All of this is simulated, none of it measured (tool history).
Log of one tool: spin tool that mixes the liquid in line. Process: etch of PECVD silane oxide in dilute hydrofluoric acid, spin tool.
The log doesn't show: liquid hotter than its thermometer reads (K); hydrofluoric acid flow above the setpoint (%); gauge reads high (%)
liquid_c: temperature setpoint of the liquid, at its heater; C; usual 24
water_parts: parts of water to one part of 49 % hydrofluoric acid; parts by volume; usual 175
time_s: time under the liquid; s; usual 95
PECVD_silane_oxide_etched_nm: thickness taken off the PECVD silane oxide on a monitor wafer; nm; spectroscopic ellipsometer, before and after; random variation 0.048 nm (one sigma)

run	day	liquid_c	water_parts	time_s	wafers since the last listed run	hours since the thermometer was replaced	hours since the hydrofluoric acid flow meter was replaced	hours since the gauge calibration	read-back film thickness of the PECVD silane oxide reference wafer, read on the same gauge (nm)	PECVD_silane_oxide_etched_nm
1	0	24	175	130	0	30.1	243.6	941.1	30.01	13.93
2	1.979	24	175	130	481	77.6	291.1	988.6	30	13.96
3	4.292	24	175	130	562	133.1	346.6	1044.1	29.99	14.18
4	8.238	24	245	95	959	227.8	441.3	1138.8	30.01	6.91
5	12.45	24	245	95	1024	328.9	542.4	1239.9	29.96	7.02
6	16.525	20.5	175	95	991	426.7	640.2	1337.7	29.98	9.32
# day 20.117: hydrofluoric acid flow meter replaced
7	20.988	20.5	175	95	1075	533.8	20.9	1444.8	30	9.09
8	24.446	24	175	115	841	616.8	103.9	1527.8	30.03	12.72
# day 29.783: thermometer replaced
9	35.683	24	175	115	2723	141.6	373.6	1797.5	30.02	12.56
10	39.125	24	175	115	837	224.2	456.2	1880.1	29.99	12.63
11	44.25	24	175	95	1246	347.2	579.2	2003.1	30.02	10.58
12	46.133	24	175	95	458	392.4	624.4	2048.3	30.03	10.56
# day 53.667: hydrofluoric acid flow meter replaced
13	56.338	24	175	95	2472	637.3	64.1	2293.2	30	10.56
14	58.35	24	175	95	489	685.6	112.4	2341.5	29.99	10.55
# day 59.396: thermometer replaced
15	60.625	22	175	95	543	29.5	167	2396.1	29.98	9.46
16	63.671	22	175	95	741	102.6	240.1	2469.2	30	9.61
17	65.362	22	175	95	411	143.2	280.7	2509.8	30	9.59
18	68.796	24	175	95	835	225.6	363.1	2592.2	29.99	10.37
19	73.171	27.5	150	55	1064	330.6	468.1	2697.2	30	8.29
# day 83.908: gauge calibrated
20	84.612	24	175	115	2783	605.2	742.7	16.9	30	13.12
# day 84.917: hydrofluoric acid flow meter replaced
21	86.983	24	175	95	566	662.1	49.6	73.8	30	10.55
22	90.817	22	235	115	932	754.1	141.6	165.8	30	8.42
# day 93.146: thermometer replaced
23	94.588	24	175	95	907	34.6	232.1	256.3	29.98	10.33
24	97.021	22	240	70	592	93	290.5	314.7	29.99	4.84
25	99.171	22	175	95	523	144.6	342.1	366.3	29.98	9.65
26	101.3	24	140	125	518	195.7	393.2	417.4	30.02	17.88
27	104.046	24	240	95	668	261.6	459.1	483.3	30	7.13
28	108.158	24	175	145	1000	360.3	557.8	582	29.99	16.1
29	111.883	24	175	60	906	449.7	647.2	671.4	29.99	6.79
30	116.304	22	135	140	1075	555.8	753.3	777.5	30.02	19.81
31	120.229	24	175	95	954	650	847.5	871.7	30.03	10.82
# day 120.446: hydrofluoric acid flow meter replaced
# day 123.229: thermometer replaced
32	123.5	26	175	95	775	6.5	73.3	950.2	29.99	10.93

Forecast each of these 3 alternatives for the next run:
A	123.517	24	175	95	4	6.9	73.7	950.6	?	?
B	123.517	24	105	95	4	6.9	73.7	950.6	?	?
C	123.517	20	230	95	4	6.9	73.7	950.6	?	?

run	read-back film thickness of the PECVD silane oxide reference wafer, read on the same gauge (nm)	PECVD_silane_oxide_etched_nm
A	29.98	10.21
B	29.98	18.45
C	29.98	6.32
Without the tool's hidden state the same runs would have given:
run	PECVD_silane_oxide_etched_nm
A	10.13
B	18.31
C	6.26
